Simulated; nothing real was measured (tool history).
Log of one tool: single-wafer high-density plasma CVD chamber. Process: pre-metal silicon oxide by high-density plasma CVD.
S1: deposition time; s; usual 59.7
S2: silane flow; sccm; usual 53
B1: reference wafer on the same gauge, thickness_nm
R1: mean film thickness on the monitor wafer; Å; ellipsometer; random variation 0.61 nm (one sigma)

run   hour    S1  S2       B1       R1
  1    0.0  59.7  53  307.094  2766.14
  2   30.8  59.7  53  306.978  2760.41
  3   69.6  59.7  53  306.954  2755.30
  4  134.6  59.7  53  307.024  2746.52
  5  169.6  59.7  53  307.025  2744.42
  6  200.4  56.5  53  307.076  2806.26
  7  246.1  56.5  53  306.823  2805.40
  8  272.7  59.7  62  306.936  3463.85
  9  327.0  53.1  63  307.023  3137.21
 10  353.4  48.2  46  306.818  2072.30
 11  396.5  69.2  53  307.063  3421.85
 12  450.5  59.7  53  306.989  2972.21
 13  481.8  48.9  59  306.972  2696.93
 14  549.3  59.7  53  306.915  2955.13
 15  614.7  59.7  44  307.050  2451.05

Not shown: 2 entries that the log had between the listed runs. Between which runs, and how does the tool's hidden state differ before and after?
Between runs 5 and 6: silane flow controller replaced (hour 199.9)
  delivered silane flow above the setpoint (%): -7.38 -> -0.18
  measured less the result without the state, R1: -218.74 -> -5.04 Å
Between runs 12 and 13: gauge calibrated (hour 468.6)
  delivered silane flow above the setpoint (%): -0.207 -> -0.215
  measured less the result without the state, R1: -6.17 -> -5.81 Å
